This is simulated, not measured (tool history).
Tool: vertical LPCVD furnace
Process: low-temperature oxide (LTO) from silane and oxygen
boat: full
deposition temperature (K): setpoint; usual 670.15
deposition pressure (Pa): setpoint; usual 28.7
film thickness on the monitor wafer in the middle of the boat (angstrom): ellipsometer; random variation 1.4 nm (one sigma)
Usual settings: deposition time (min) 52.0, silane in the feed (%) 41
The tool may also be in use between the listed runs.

run	hour	deposition temperature (K)	deposition pressure (Pa)	deposition time (min)	silane in the feed (%)	wafers since the last listed run	hours since the last temperature calibration	hours since the pressure gauge was zeroed	hours since the silane flow controller was replaced	hours since the gauge calibration	read-back reference wafer on the same gauge, thickness	film thickness on the monitor wafer in the middle of the boat (angstrom)
1	0.0	670.15	23.3	52.0	41	0	3148.0	3007.4	2665.3	196.8	435.29	3852.7
2	238.8	670.15	23.3	52.0	41	5080	3386.8	3246.2	2904.1	435.6	434.84	3849.6
3	288.7	670.15	28.7	66.5	41	1061	3436.7	3296.1	2954.0	485.5	435.00	6042.3
4	381.4	670.15	28.7	52.0	41	1972	3529.4	3388.8	3046.7	578.2	434.73	4740.3
5	441.0	670.15	30.0	52.0	41	1267	3589.0	3448.4	3106.3	637.8	434.40	4956.1
6	499.6	670.15	30.0	52.0	41	1246	3647.6	3507.0	3164.9	696.4	434.90	4966.0
7	582.6	670.15	30.0	52.0	41	1765	3730.6	3590.0	3247.9	779.4	434.99	4920.1
8	676.2	660.15	28.7	52.0	38	1991	3824.2	3683.6	3341.5	873.0	434.93	3844.7
# hour 723.1: gauge calibrated
9	779.9	660.15	28.7	52.0	38	2206	3927.9	3787.3	3445.2	56.8	434.67	3866.8
10	822.1	660.15	28.7	52.0	38	897	3970.1	3829.5	3487.4	99.0	435.24	3856.2
11	885.7	670.15	28.7	52.0	41	1353	4033.7	3893.1	3551.0	162.6	434.67	4750.5
# hour 921.6: thermocouples replaced and temperature profile calibrated
12	954.4	665.15	28.7	52.0	41	950	32.8	3961.8	3619.7	231.3	434.96	4629.5
13	1007.6	665.15	24.7	52.0	41	1131	86.0	4015.0	3672.9	284.5	435.25	3958.4
# hour 1050.0: pressure gauge zeroed
14	1050.5	666.15	28.7	46.5	41	402	128.9	0.5	3715.8	327.4	435.44	4157.0
15	1091.7	670.15	32.7	52.0	41	876	170.1	41.7	3757.0	368.6	435.00	5574.4
16	1174.2	670.15	28.7	52.0	41	1755	252.6	124.2	3839.5	451.1	435.28	4874.1
# hour 1234.8: thermocouples replaced and temperature profile calibrated, repeated, since the last time left the tool worse
17	1235.3	670.15	28.7	46.0	36	789	0.5	185.3	3900.6	512.2	435.70	3451.6
# hour 1287.7: silane flow controller replaced
18	1335.2	670.15	24.7	34.0	43	1614	100.4	285.2	47.5	612.1	435.04	2729.3
19	1413.8	676.15	28.7	52.0	36	1672	179.0	363.8	126.1	690.7	434.70	4225.0
20	1492.7	681.15	24.0	58.5	46	1678	257.9	442.7	205.0	769.6	435.06	5533.8
21	1534.0	670.15	28.7	52.0	41	878	299.2	484.0	246.3	810.9	435.08	4620.8

The next listed run, before its measurement:
22	1616.1	670.15	28.7	52.0	41	1746	381.3	566.1	328.4	893.0	?	?

Run 22 gave read-back reference wafer on the same gauge, thickness 435.30, film thickness on the monitor wafer in the middle of the boat (angstrom) 4665.6.
Without the tool's hidden state the same run would have given film thickness on the monitor wafer in the middle of the boat (angstrom) 4643.2.
